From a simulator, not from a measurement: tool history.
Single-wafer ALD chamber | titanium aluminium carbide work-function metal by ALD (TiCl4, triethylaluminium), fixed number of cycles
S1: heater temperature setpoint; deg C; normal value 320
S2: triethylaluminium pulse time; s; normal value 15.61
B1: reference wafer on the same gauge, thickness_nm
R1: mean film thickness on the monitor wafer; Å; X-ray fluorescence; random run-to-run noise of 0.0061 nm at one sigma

run 1 hour=0 | S1=320 S2=15.61 | B1=2.099 | R1=23.44
run 2 hour=7.7 | S1=320 S2=15.61 | B1=2.102 | R1=23.39
run 3 hour=24.4 | S1=320 S2=15.61 | B1=2.1 | R1=23.33
run 4 hour=30.7 | S1=320 S2=15.61 | B1=2.099 | R1=23.24
run 5 hour=47.9 | S1=314 S2=11.7 | B1=2.101 | R1=21.33
run 6 hour=58.6 | S1=314 S2=11.7 | B1=2.098 | R1=21.38
-- hour=61.6 gauge calibrated
run 7 hour=73.1 | S1=314 S2=11.7 | B1=2.099 | R1=21.36
run 8 hour=85.5 | S1=320 S2=15.61 | B1=2.101 | R1=23.32
run 9 hour=98.8 | S1=320 S2=15.61 | B1=2.098 | R1=23.23
run 10 hour=108.1 | S1=320 S2=15.61 | B1=2.102 | R1=23.34
-- hour=119.9 thermocouple changed; heater temperature recalibrated
run 11 hour=120.4 | S1=320 S2=15.61 | B1=2.099 | R1=23.27
run 12 hour=126.4 | S1=320 S2=9.48 | B1=2.097 | R1=20.31
run 13 hour=141.8 | S1=308 S2=20.66 | B1=2.101 | R1=22.66
run 14 hour=148.8 | S1=320 S2=15.61 | B1=2.098 | R1=23.41
-- hour=177.4 showerhead replaced
run 15 hour=189.4 | S1=305 S2=15.61 | B1=2.102 | R1=21.64
run 16 hour=199.9 | S1=320 S2=15.61 | B1=2.102 | R1=23.25
run 17 hour=217.1 | S1=307 S2=15.61 | B1=2.101 | R1=21.88
run 18 hour=232.1 | S1=305 S2=18.79 | B1=2.102 | R1=22.15
-- hour=248.5 triethylaluminium bottle replaced
run 19 hour=257 | S1=305 S2=15.61 | B1=2.1 | R1=22.58
run 20 hour=273.4 | S1=328 S2=15.61 | B1=2.099 | R1=25.1
run 21 hour=290.4 | S1=326 S2=15.61 | B1=2.101 | R1=24.9
run 22 hour=299.8 | S1=315 S2=13.69 | B1=2.102 | R1=23.48
run 23 hour=311.7 | S1=330 S2=21.16 | B1=2.1 | R1=25.49
run 24 hour=328.2 | S1=334 S2=18.95 | B1=2.103 | R1=25.98
run 25 hour=337 | S1=324 S2=9.45 | B1=2.1 | R1=23.34
run 26 hour=353.7 | S1=306 S2=20.13 | B1=2.099 | R1=22.76
run 27 hour=361.3 | S1=320 S2=15.61 | B1=2.101 | R1=24.12
run 28 hour=373.3 | S1=320 S2=17.19 | B1=2.1 | R1=24.16
run 29 hour=381.6 | S1=306 S2=18.5 | B1=2.1 | R1=22.74
run 30 hour=398.8 | S1=320 S2=10 | B1=2.1 | R1=23.07
-- hour=401.7 gauge calibrated
run 31 hour=416.1 | S1=320 S2=15.61 | B1=2.101 | R1=24.12
run 32 hour=444.8 | S1=310 S2=15.61 | B1=2.098 | R1=23.08

What if the next run were any one of these 5? Each begins from the tool's condition after run 32:
run A hour=445.2 | S1=320 S2=13.67 | B1=? | R1=?
run B hour=445.2 | S1=320 S2=18.8 | B1=? | R1=?
run C hour=445.2 | S1=333 S2=19.28 | B1=? | R1=?
run D hour=445.2 | S1=329 S2=17.88 | B1=? | R1=?
run E hour=445.2 | S1=308 S2=13.09 | B1=? | R1=?

run=A B1=2.1 R1=23.87
run=B B1=2.1 R1=24.22
run=C B1=2.1 R1=25.69
run=D B1=2.1 R1=25.2
run=E B1=2.1 R1=22.46
Take away the tool's hidden state, keep each run's random variation, and the runs would have read:
run=A R1=24.07
run=B R1=24.27
run=C R1=25.74
run=D R1=25.26
run=E R1=22.68
